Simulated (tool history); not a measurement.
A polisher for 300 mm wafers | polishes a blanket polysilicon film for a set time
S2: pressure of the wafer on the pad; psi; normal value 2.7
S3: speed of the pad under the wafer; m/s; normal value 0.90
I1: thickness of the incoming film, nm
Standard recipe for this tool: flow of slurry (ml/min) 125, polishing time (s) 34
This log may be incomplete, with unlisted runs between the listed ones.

{"run": 1, "hour": 0.0, "flow of slurry (ml/min)": 125, "S2": 2.2, "S3": 0.9, "polishing time (s)": 34, "I1": 2172.4, "film removed (nm)": 208.3}
{"run": 2, "hour": 38.2, "flow of slurry (ml/min)": 125, "S2": 2.2, "S3": 0.9, "polishing time (s)": 34, "I1": 2178.8, "film removed (nm)": 199.2}
{"hour": 72.8, "done": "worn pad replaced by a new one"}
{"run": 3, "hour": 76.0, "flow of slurry (ml/min)": 125, "S2": 2.2, "S3": 0.9, "polishing time (s)": 34, "I1": 2171.6, "film removed (nm)": 200.2}
{"run": 4, "hour": 82.1, "flow of slurry (ml/min)": 125, "S2": 2.7, "S3": 0.9, "polishing time (s)": 34, "I1": 2202.2, "film removed (nm)": 248.3}
{"hour": 84.9, "done": "head pressure recalibrated"}
{"run": 5, "hour": 93.1, "flow of slurry (ml/min)": 125, "S2": 2.7, "S3": 0.74, "polishing time (s)": 36, "I1": 2202.7, "film removed (nm)": 214.8}
{"run": 6, "hour": 99.8, "flow of slurry (ml/min)": 125, "S2": 2.7, "S3": 0.74, "polishing time (s)": 36, "I1": 2228.4, "film removed (nm)": 214.4}
{"run": 7, "hour": 116.2, "flow of slurry (ml/min)": 125, "S2": 2.7, "S3": 0.74, "polishing time (s)": 36, "I1": 2143.7, "film removed (nm)": 214.2}
{"run": 8, "hour": 123.6, "flow of slurry (ml/min)": 125, "S2": 2.7, "S3": 0.9, "polishing time (s)": 34, "I1": 2179.7, "film removed (nm)": 243.2}
{"run": 9, "hour": 130.4, "flow of slurry (ml/min)": 160, "S2": 3.0, "S3": 1.16, "polishing time (s)": 38, "I1": 2164.5, "film removed (nm)": 407.7}
{"run": 10, "hour": 143.0, "flow of slurry (ml/min)": 85, "S2": 2.7, "S3": 1.12, "polishing time (s)": 30, "I1": 2188.7, "film removed (nm)": 236.6}
{"run": 11, "hour": 160.6, "flow of slurry (ml/min)": 140, "S2": 2.0, "S3": 1.14, "polishing time (s)": 28, "I1": 2187.1, "film removed (nm)": 190.5}
{"hour": 161.9, "done": "slurry nozzle cleaned"}
{"hour": 178.9, "done": "worn pad replaced by a new one"}
{"run": 12, "hour": 179.4, "flow of slurry (ml/min)": 125, "S2": 2.1, "S3": 0.9, "polishing time (s)": 31, "I1": 2193.2, "film removed (nm)": 180.8}
{"run": 13, "hour": 190.2, "flow of slurry (ml/min)": 125, "S2": 2.7, "S3": 0.9, "polishing time (s)": 41, "I1": 2184.9, "film removed (nm)": 303.2}
{"run": 14, "hour": 201.1, "flow of slurry (ml/min)": 125, "S2": 2.7, "S3": 1.12, "polishing time (s)": 30, "I1": 2218.3, "film removed (nm)": 277.9}
{"run": 15, "hour": 216.1, "flow of slurry (ml/min)": 150, "S2": 3.1, "S3": 0.62, "polishing time (s)": 29, "I1": 2184.1, "film removed (nm)": 181.6}
{"run": 16, "hour": 226.8, "flow of slurry (ml/min)": 95, "S2": 3.4, "S3": 0.64, "polishing time (s)": 26, "I1": 2152.6, "film removed (nm)": 162.4}
{"run": 17, "hour": 241.3, "flow of slurry (ml/min)": 125, "S2": 2.2, "S3": 0.9, "polishing time (s)": 34, "I1": 2224.5, "film removed (nm)": 200.7}

Consider 4 possible next runs. They are alternatives, not a sequence: every one starts from the tool as it was left by run 17. What does each give?
{"run": "A", "hour": 241.7, "flow of slurry (ml/min)": 125, "S2": 2.7, "S3": 0.9, "polishing time (s)": 34, "I1": 2195.6, "film removed (nm)": "?"}
{"run": "B", "hour": 241.7, "flow of slurry (ml/min)": 125, "S2": 2.7, "S3": 1.02, "polishing time (s)": 34, "I1": 2195.6, "film removed (nm)": "?"}
{"run": "C", "hour": 241.7, "flow of slurry (ml/min)": 110, "S2": 2.7, "S3": 1.22, "polishing time (s)": 23, "I1": 2195.6, "film removed (nm)": "?"}
{"run": "D", "hour": 241.7, "flow of slurry (ml/min)": 125, "S2": 3.1, "S3": 1.1, "polishing time (s)": 31, "I1": 2195.6, "film removed (nm)": "?"}

run=A film_removed_(nm)=249.2
run=B film_removed_(nm)=280.9
run=C film_removed_(nm)=218.8
run=D film_removed_(nm)=316.1
Take away the tool's hidden state, keep each run's random variation, and the runs would have read:
run=A film_removed_(nm)=263.6
run=B film_removed_(nm)=297.1
run=C film_removed_(nm)=232.9
run=D film_removed_(nm)=334.4
